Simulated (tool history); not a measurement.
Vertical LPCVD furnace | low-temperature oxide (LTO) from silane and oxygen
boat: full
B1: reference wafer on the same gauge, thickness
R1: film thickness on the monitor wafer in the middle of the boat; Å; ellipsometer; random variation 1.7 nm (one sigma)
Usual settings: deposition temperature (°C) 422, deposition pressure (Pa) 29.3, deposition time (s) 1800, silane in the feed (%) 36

run 1 hour=0.0 | deposition_temperature_(°C)=422 deposition_pressure_(Pa)=29.3 deposition_time_(s)=1800 silane_in_the_feed_(%)=34 | B1=260.90 | R1=2859.8
run 2 hour=78.0 | deposition_temperature_(°C)=414 deposition_pressure_(Pa)=29.3 deposition_time_(s)=1800 silane_in_the_feed_(%)=36 | B1=260.77 | R1=2831.1
run 3 hour=154.2 | deposition_temperature_(°C)=414 deposition_pressure_(Pa)=29.3 deposition_time_(s)=1800 silane_in_the_feed_(%)=36 | B1=261.40 | R1=2836.0
run 4 hour=216.0 | deposition_temperature_(°C)=414 deposition_pressure_(Pa)=29.3 deposition_time_(s)=1800 silane_in_the_feed_(%)=36 | B1=261.23 | R1=2838.1
run 5 hour=269.1 | deposition_temperature_(°C)=422 deposition_pressure_(Pa)=29.3 deposition_time_(s)=1800 silane_in_the_feed_(%)=36 | B1=260.87 | R1=3083.4
run 6 hour=347.3 | deposition_temperature_(°C)=422 deposition_pressure_(Pa)=29.3 deposition_time_(s)=1800 silane_in_the_feed_(%)=36 | B1=260.69 | R1=3102.3
run 7 hour=419.4 | deposition_temperature_(°C)=422 deposition_pressure_(Pa)=29.3 deposition_time_(s)=1800 silane_in_the_feed_(%)=36 | B1=260.58 | R1=3080.6
run 8 hour=462.9 | deposition_temperature_(°C)=422 deposition_pressure_(Pa)=29.3 deposition_time_(s)=1800 silane_in_the_feed_(%)=36 | B1=260.64 | R1=3058.7
run 9 hour=522.2 | deposition_temperature_(°C)=422 deposition_pressure_(Pa)=29.3 deposition_time_(s)=1800 silane_in_the_feed_(%)=36 | B1=260.80 | R1=3102.5
run 10 hour=582.1 | deposition_temperature_(°C)=422 deposition_pressure_(Pa)=29.3 deposition_time_(s)=1800 silane_in_the_feed_(%)=36 | B1=261.10 | R1=3064.5
run 11 hour=665.8 | deposition_temperature_(°C)=429 deposition_pressure_(Pa)=29.3 deposition_time_(s)=1800 silane_in_the_feed_(%)=34 | B1=261.34 | R1=3118.2
-- hour=692.4 thermocouples replaced and temperature profile calibrated
-- hour=705.6 gauge calibrated
run 12 hour=736.6 | deposition_temperature_(°C)=429 deposition_pressure_(Pa)=29.3 deposition_time_(s)=1800 silane_in_the_feed_(%)=34 | B1=261.35 | R1=3099.6
-- hour=844.9 silane flow controller replaced
run 13 hour=845.4 | deposition_temperature_(°C)=422 deposition_pressure_(Pa)=29.3 deposition_time_(s)=2250 silane_in_the_feed_(%)=36 | B1=261.19 | R1=3874.7
run 14 hour=897.8 | deposition_temperature_(°C)=422 deposition_pressure_(Pa)=29.3 deposition_time_(s)=2250 silane_in_the_feed_(%)=36 | B1=260.97 | R1=3888.6
run 15 hour=954.8 | deposition_temperature_(°C)=422 deposition_pressure_(Pa)=29.3 deposition_time_(s)=2250 silane_in_the_feed_(%)=36 | B1=261.29 | R1=3841.2
run 16 hour=1017.1 | deposition_temperature_(°C)=422 deposition_pressure_(Pa)=27.3 deposition_time_(s)=1800 silane_in_the_feed_(%)=36 | B1=261.25 | R1=2874.7
run 17 hour=1087.5 | deposition_temperature_(°C)=422 deposition_pressure_(Pa)=34.7 deposition_time_(s)=1080 silane_in_the_feed_(%)=36 | B1=261.48 | R1=2186.7
run 18 hour=1185.9 | deposition_temperature_(°C)=422 deposition_pressure_(Pa)=29.3 deposition_time_(s)=1800 silane_in_the_feed_(%)=36 | B1=261.01 | R1=3121.7
run 19 hour=1240.5 | deposition_temperature_(°C)=413 deposition_pressure_(Pa)=23.3 deposition_time_(s)=1620 silane_in_the_feed_(%)=38 | B1=260.64 | R1=2169.2
run 20 hour=1291.6 | deposition_temperature_(°C)=422 deposition_pressure_(Pa)=25.3 deposition_time_(s)=1800 silane_in_the_feed_(%)=36 | B1=261.03 | R1=2660.7
run 21 hour=1359.6 | deposition_temperature_(°C)=422 deposition_pressure_(Pa)=34.0 deposition_time_(s)=1230 silane_in_the_feed_(%)=36 | B1=261.02 | R1=2422.8
run 22 hour=1431.5 | deposition_temperature_(°C)=418 deposition_pressure_(Pa)=34.0 deposition_time_(s)=1290 silane_in_the_feed_(%)=43 | B1=261.19 | R1=3023.2
run 23 hour=1514.3 | deposition_temperature_(°C)=422 deposition_pressure_(Pa)=29.3 deposition_time_(s)=1800 silane_in_the_feed_(%)=32 | B1=261.19 | R1=2664.6
run 24 hour=1600.6 | deposition_temperature_(°C)=422 deposition_pressure_(Pa)=29.3 deposition_time_(s)=1800 silane_in_the_feed_(%)=36 | B1=260.71 | R1=3108.5
-- hour=1676.1 pressure gauge zeroed
run 25 hour=1676.6 | deposition_temperature_(°C)=427 deposition_pressure_(Pa)=29.3 deposition_time_(s)=1800 silane_in_the_feed_(%)=33 | B1=261.33 | R1=2908.7
run 26 hour=1730.1 | deposition_temperature_(°C)=422 deposition_pressure_(Pa)=26.7 deposition_time_(s)=1800 silane_in_the_feed_(%)=40 | B1=261.19 | R1=3168.6
run 27 hour=1827.8 | deposition_temperature_(°C)=422 deposition_pressure_(Pa)=29.3 deposition_time_(s)=2250 silane_in_the_feed_(%)=36 | B1=260.77 | R1=3860.7
run 28 hour=1869.7 | deposition_temperature_(°C)=414 deposition_pressure_(Pa)=29.3 deposition_time_(s)=2220 silane_in_the_feed_(%)=36 | B1=261.24 | R1=3517.4
-- hour=1999.5 gauge calibrated
run 29 hour=2125.3 | deposition_temperature_(°C)=422 deposition_pressure_(Pa)=29.3 deposition_time_(s)=1800 silane_in_the_feed_(%)=36 | B1=260.89 | R1=3110.2
run 30 hour=2213.0 | deposition_temperature_(°C)=422 deposition_pressure_(Pa)=29.3 deposition_time_(s)=1800 silane_in_the_feed_(%)=40 | B1=261.06 | R1=3517.2
run 31 hour=2270.0 | deposition_temperature_(°C)=422 deposition_pressure_(Pa)=29.3 deposition_time_(s)=1800 silane_in_the_feed_(%)=36 | B1=261.18 | R1=3077.8
run 32 hour=2359.2 | deposition_temperature_(°C)=418 deposition_pressure_(Pa)=34.0 deposition_time_(s)=1290 silane_in_the_feed_(%)=43 | B1=261.16 | R1=3004.1

Forecast each of these 3 alternatives for the next run:
run A hour=2363.9 | deposition_temperature_(°C)=422 deposition_pressure_(Pa)=29.3 deposition_time_(s)=1800 silane_in_the_feed_(%)=36 | B1=? | R1=?
run B hour=2363.9 | deposition_temperature_(°C)=422 deposition_pressure_(Pa)=29.3 deposition_time_(s)=2370 silane_in_the_feed_(%)=38 | B1=? | R1=?
run C hour=2363.9 | deposition_temperature_(°C)=412 deposition_pressure_(Pa)=29.3 deposition_time_(s)=1530 silane_in_the_feed_(%)=30 | B1=? | R1=?

run=A B1=261.12 R1=3054.4
run=B B1=261.12 R1=4293.8
run=C B1=261.12 R1=1823.0
Without the tool's hidden state the same runs would have given:
run=A R1=3054.4
run=B R1=4293.8
run=C R1=1823.0
